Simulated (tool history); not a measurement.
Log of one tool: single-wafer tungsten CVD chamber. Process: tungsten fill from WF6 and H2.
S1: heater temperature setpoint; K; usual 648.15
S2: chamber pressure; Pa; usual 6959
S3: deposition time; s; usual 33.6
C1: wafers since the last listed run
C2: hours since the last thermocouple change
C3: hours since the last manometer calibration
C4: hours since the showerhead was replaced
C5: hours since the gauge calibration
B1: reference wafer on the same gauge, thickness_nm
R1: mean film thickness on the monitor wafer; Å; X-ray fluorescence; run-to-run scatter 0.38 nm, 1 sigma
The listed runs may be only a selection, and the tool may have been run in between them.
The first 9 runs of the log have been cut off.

Run 10, day 8.875: usual settings; C1 524; C2 1511.7; C3 1666.4; C4 6994.9; C5 774.2; B1 79.221. Result: R1 834.52 Å.
Run 11, day 10.254: usual settings but S2 6426 Pa; C1 970; C2 1544.8; C3 1699.5; C4 7028.0; C5 807.3; B1 79.219. Result: R1 801.78 Å.
At day 11.325: capacitance manometer re-zeroed and calibrated.
Run 12, day 11.346: usual settings but S2 5706 Pa; C1 533; C2 1571.0; C3 0.5; C4 7054.2; C5 833.5; B1 79.181. Result: R1 747.73 Å.
At day 12.933: thermocouple changed; heater temperature recalibrated.
Run 13, day 13.933: usual settings but S2 5706 Pa; C1 1585; C2 24.0; C3 62.6; C4 7116.3; C5 895.6; B1 79.062. Result: R1 748.71 Å.
Run 14, day 14.562: usual settings but S3 31.9 s; C1 442; C2 39.1; C3 77.7; C4 7131.4; C5 910.7; B1 79.323. Result: R1 789.20 Å.
Run 15, day 15.683: usual settings but S2 7586 Pa, S3 40.2 s; C1 788; C2 66.0; C3 104.6; C4 7158.3; C5 937.6; B1 79.215. Result: R1 1035.53 Å.
At day 16.588: gauge calibrated.
Run 16, day 17.075: usual settings but S1 656.15 K, S2 5520 Pa, S3 29.2 s; C1 979; C2 99.4; C3 138.0; C4 7191.7; C5 11.7; B1 77.093. Result: R1 714.87 Å.
Run 17, day 17.892: usual settings but S1 656.15 K, S2 5520 Pa, S3 29.2 s; C1 574; C2 119.0; C3 157.6; C4 7211.3; C5 31.3; B1 77.292. Result: R1 717.90 Å.
At day 19.233: showerhead replaced.
Run 18, day 19.317: usual settings but S1 641.15 K; C1 768; C2 153.2; C3 191.8; C4 2.0; C5 65.5; B1 77.593. Result: R1 713.15 Å.
Run 19, day 20.208: usual settings but S1 659.15 K; C1 627; C2 174.6; C3 213.2; C4 23.4; C5 86.9; B1 77.743. Result: R1 991.46 Å.
Run 20, day 21.375: usual settings but S1 661.15 K, S2 5999 Pa, S3 28.0 s; C1 820; C2 202.6; C3 241.2; C4 51.4; C5 114.9; B1 77.685. Result: R1 788.61 Å.
Run 21, day 22.854: usual settings but S1 633.15 K, S3 30.4 s; C1 1040; C2 238.1; C3 276.7; C4 86.9; C5 150.4; B1 78.056. Result: R1 558.33 Å.
Run 22, day 23.608: usual settings but S1 657.15 K, S2 5626 Pa, S3 35.9 s; C1 530; C2 256.2; C3 294.8; C4 105.0; C5 168.5; B1 78.106. Result: R1 913.58 Å.
Run 23, day 25.129: usual settings but S1 640.15 K; C1 1069; C2 292.7; C3 331.3; C4 141.5; C5 205.0; B1 78.155. Result: R1 707.16 Å.
Run 24, day 26.212: usual settings but S1 655.15 K, S2 7959 Pa, S3 38.5 s; C1 762; C2 318.7; C3 357.3; C4 167.5; C5 231.0; B1 78.406. Result: R1 1155.56 Å.
Run 25, day 27.458: usual settings; C1 876; C2 348.6; C3 387.2; C4 197.4; C5 260.9; B1 78.158. Result: R1 824.39 Å.
Run 26, day 28.175: usual settings; C1 504; C2 365.8; C3 404.4; C4 214.6; C5 278.1; B1 78.584. Result: R1 827.83 Å.
Run 27, day 29.100: usual settings; C1 650; C2 388.0; C3 426.6; C4 236.8; C5 300.3; B1 78.571. Result: R1 819.10 Å.
Run 28, day 29.979: usual settings but S1 660.15 K, S2 8573 Pa, S3 27.6 s; C1 618; C2 409.1; C3 447.7; C4 257.9; C5 321.4; B1 78.513. Result: R1 930.20 Å.
Run 29, day 30.846: usual settings but S3 30.8 s; C1 609; C2 429.9; C3 468.5; C4 278.7; C5 342.2; B1 78.565. Result: R1 758.46 Å.

Run 30 is up next; what results do you expect?
Run 30, day 32.021: usual settings but S1 655.15 K; C1 826; C2 458.1; C3 496.7; C4 306.9; C5 370.4; B1 ?. Result: R1 ?.

{"run 30": {"B1": 78.584, "R1": 942.93}}
Without the tool's hidden state the same run would have given R1 924.48 Å.
